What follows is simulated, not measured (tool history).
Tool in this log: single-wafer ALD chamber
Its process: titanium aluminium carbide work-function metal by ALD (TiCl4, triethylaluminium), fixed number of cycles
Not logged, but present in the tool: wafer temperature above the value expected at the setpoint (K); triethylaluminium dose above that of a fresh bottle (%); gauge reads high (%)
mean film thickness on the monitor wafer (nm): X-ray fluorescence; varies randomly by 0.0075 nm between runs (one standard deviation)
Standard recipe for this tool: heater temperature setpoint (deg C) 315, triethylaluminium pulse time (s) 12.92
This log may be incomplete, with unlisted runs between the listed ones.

run,hour,heater temperature setpoint (deg C),triethylaluminium pulse time (s),wafers since the last listed run,hours since the last thermocouple change,hours since the last triethylaluminium bottle change,hours since the showerhead was replaced,hours since the gauge calibration,"read-back reference wafer on the same gauge, thickness_nm",mean film thickness on the monitor wafer (nm)
1,0,315,12.92,0,1098.4,438.2,3415.4,1108.7,2.838,2.52
2,77.8,315,12.92,609,1176.2,516,3493.2,1186.5,2.839,2.499
# hour 134.9: gauge calibrated
3,150.6,315,12.92,570,1249,588.8,3566,15.7,2.84,2.501
4,224.8,315,12.92,581,1323.2,663,3640.2,89.9,2.844,2.499
5,275.9,315,12.92,400,1374.3,714.1,3691.3,141,2.842,2.49
6,337,315,12.92,478,1435.4,775.2,3752.4,202.1,2.843,2.495
7,397.4,315,12.92,473,1495.8,835.6,3812.8,262.5,2.84,2.493
8,461.6,315,12.92,502,1560,899.8,3877,326.7,2.839,2.495
9,554.4,315,12.92,726,1652.8,992.6,3969.8,419.5,2.842,2.478
10,657.4,325,12.92,806,1755.8,1095.6,4072.8,522.5,2.841,2.609
11,729.1,315,12.92,561,1827.5,1167.3,4144.5,594.2,2.839,2.482
12,834.7,315,12.92,827,1933.1,1272.9,4250.1,699.8,2.841,2.469
13,952.1,315,12.92,919,2050.5,1390.3,4367.5,817.2,2.839,2.477
# hour 1006.5: thermocouple changed; heater temperature recalibrated
14,1055.6,315,14.92,747,49.1,1493.8,4471,920.7,2.84,2.523
15,1139.8,315,12.92,659,133.3,1578,4555.2,1004.9,2.841,2.497
# hour 1188.8: gauge calibrated
# hour 1305.9: triethylaluminium bottle replaced
16,1309.2,315,14.51,1264,302.7,3.3,4724.6,120.4,2.84,2.537
17,1369.9,315,16.63,475,363.4,64,4785.3,181.1,2.842,2.546
# hour 1426.6: showerhead replaced
18,1427.1,315,12.92,385,420.6,121.2,0.5,238.3,2.839,2.524
19,1490,322,12.92,492,483.5,184.1,63.4,301.2,2.838,2.623
20,1554,319,15.56,501,547.5,248.1,127.4,365.2,2.843,2.59
21,1637.1,315,12.92,650,630.6,331.2,210.5,448.3,2.841,2.519
22,1714.4,305,10.7,605,707.9,408.5,287.8,525.6,2.837,2.361
23,1794.4,309,9.62,626,787.9,488.5,367.8,605.6,2.836,2.364
24,1855.4,315,10.43,477,848.9,549.5,428.8,666.6,2.841,2.471

Give the tool's hidden conditions for every run:
gauge reads high (%): 0, the same for each run
H1: wafer temperature above the value expected at the setpoint (K)
H2: triethylaluminium dose above that of a fresh bottle (%)
run,H1,H2
1,-2.1,-2.66
2,-2.23,-3.09
3,-2.35,-3.56
4,-2.47,-4.1
5,-2.56,-4.51
6,-2.66,-5.04
7,-2.76,-5.6
8,-2.86,-6.25
9,-3.02,-7.27
10,-3.19,-8.52
11,-3.3,-9.47
12,-3.48,-11
13,-3.67,-12.8
14,-0.711,-14.5
15,-0.85,-16
16,-1.13,-1.01
17,-1.23,-1.03
18,-1.32,-1.09
19,-1.43,-1.21
20,-1.53,-1.37
21,-1.67,-1.65
22,-1.8,-1.98
23,-1.93,-2.4
24,-2.03,-2.77
